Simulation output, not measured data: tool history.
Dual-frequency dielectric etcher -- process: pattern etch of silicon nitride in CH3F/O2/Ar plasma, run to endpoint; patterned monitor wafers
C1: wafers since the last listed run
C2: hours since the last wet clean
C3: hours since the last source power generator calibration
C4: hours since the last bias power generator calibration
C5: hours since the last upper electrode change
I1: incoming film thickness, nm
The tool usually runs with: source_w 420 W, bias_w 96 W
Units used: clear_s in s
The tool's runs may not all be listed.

run 1 day=0.000 | source_w=480 bias_w=96 | C1=0 C2=199.8 C3=3497.3 C4=3555.3 C5=4225.3 | I1=43.65 | clear_s=53.2
run 2 day=1.408 | source_w=480 bias_w=96 | C1=400 C2=233.6 C3=3531.1 C4=3589.1 C5=4259.1 | I1=42.86 | clear_s=52.5
run 3 day=2.567 | source_w=420 bias_w=96 | C1=329 C2=261.4 C3=3558.9 C4=3616.9 C5=4286.9 | I1=43.76 | clear_s=56.1
run 4 day=8.179 | source_w=420 bias_w=96 | C1=1597 C2=396.1 C3=3693.6 C4=3751.6 C5=4421.6 | I1=42.90 | clear_s=55.6
run 5 day=10.329 | source_w=420 bias_w=96 | C1=611 C2=447.7 C3=3745.2 C4=3803.2 C5=4473.2 | I1=43.34 | clear_s=56.1
run 6 day=13.225 | source_w=420 bias_w=96 | C1=824 C2=517.2 C3=3814.7 C4=3872.7 C5=4542.7 | I1=43.08 | clear_s=56.6
run 7 day=15.054 | source_w=420 bias_w=96 | C1=520 C2=561.1 C3=3858.6 C4=3916.6 C5=4586.6 | I1=43.37 | clear_s=56.8
-- day=16.300 source power generator calibrated
-- day=16.667 wet clean of the chamber
-- day=18.500 upper electrode replaced
run 8 day=18.521 | source_w=420 bias_w=96 | C1=550 C2=44.5 C3=53.3 C4=3999.8 C5=0.5 | I1=43.02 | clear_s=53.9
run 9 day=19.204 | source_w=420 bias_w=96 | C1=194 C2=60.9 C3=69.7 C4=4016.2 C5=16.9 | I1=43.64 | clear_s=54.8
run 10 day=21.442 | source_w=420 bias_w=96 | C1=636 C2=114.6 C3=123.4 C4=4069.9 C5=70.6 | I1=43.39 | clear_s=54.7
run 11 day=24.029 | source_w=420 bias_w=96 | C1=736 C2=176.7 C3=185.5 C4=4132.0 C5=132.7 | I1=42.96 | clear_s=54.2
run 12 day=26.133 | source_w=380 bias_w=96 | C1=598 C2=227.2 C3=236.0 C4=4182.5 C5=183.2 | I1=43.27 | clear_s=56.9
-- day=27.283 bias power generator calibrated
run 13 day=27.746 | source_w=420 bias_w=96 | C1=411 C2=265.9 C3=274.7 C4=11.1 C5=221.9 | I1=43.35 | clear_s=55.3
run 14 day=29.675 | source_w=420 bias_w=96 | C1=549 C2=312.2 C3=321.0 C4=57.4 C5=268.2 | I1=43.10 | clear_s=55.3
run 15 day=34.338 | source_w=450 bias_w=88 | C1=1326 C2=424.1 C3=432.9 C4=169.3 C5=380.1 | I1=43.03 | clear_s=55.3
-- day=36.850 wet clean of the chamber
run 16 day=36.871 | source_w=460 bias_w=76 | C1=436 C2=0.5 C3=493.7 C4=230.1 C5=440.9 | I1=43.03 | clear_s=55.1
run 17 day=39.125 | source_w=360 bias_w=116 | C1=641 C2=54.6 C3=547.8 C4=284.2 C5=495.0 | I1=43.61 | clear_s=55.5
run 18 day=41.996 | source_w=320 bias_w=76 | C1=817 C2=123.5 C3=616.7 C4=353.1 C5=563.9 | I1=43.47 | clear_s=63.1
run 19 day=44.521 | source_w=350 bias_w=83 | C1=718 C2=184.1 C3=677.3 C4=413.7 C5=624.5 | I1=43.43 | clear_s=60.7
run 20 day=46.146 | source_w=460 bias_w=96 | C1=462 C2=223.1 C3=716.3 C4=452.7 C5=663.5 | I1=43.99 | clear_s=54.7
run 21 day=47.283 | source_w=370 bias_w=73 | C1=323 C2=250.4 C3=743.6 C4=480.0 C5=690.8 | I1=42.96 | clear_s=60.7
run 22 day=49.308 | source_w=420 bias_w=96 | C1=576 C2=299.0 C3=792.2 C4=528.6 C5=739.4 | I1=43.48 | clear_s=56.0

Some steps in clear_s, run to run, broken into two amounts with sign: the step expected even without the hidden condition (settings, incoming material, random variation), and the rest, left for the hidden condition together with whatever gauge scatter is not in both the measured and the hidden-condition-free result:
Hidden conditions of the tool in this case: etch rate over this chamber's usual, %; source power that arrives over what is set, %; bias power that arrives over what is set, %.
Run 7 -> 8: source power generator calibrated, wet clean of the chamber, upper electrode replaced. clear_s -2.9 s: hidden state -2.3, all else -0.6.
Run 15 -> 16: source_w 450 -> 460, bias_w 88 -> 76, wet clean of the chamber. clear_s -0.2 s: hidden state -1.3, all else +1.1.
Run 17 -> 18: source_w 360 -> 320, bias_w 116 -> 76. clear_s +7.6 s: hidden state +0.3, all else +7.3.
Run 19 -> 20: source_w 350 -> 460, bias_w 83 -> 96. clear_s -6.0 s: hidden state +0.1, all else -6.1.
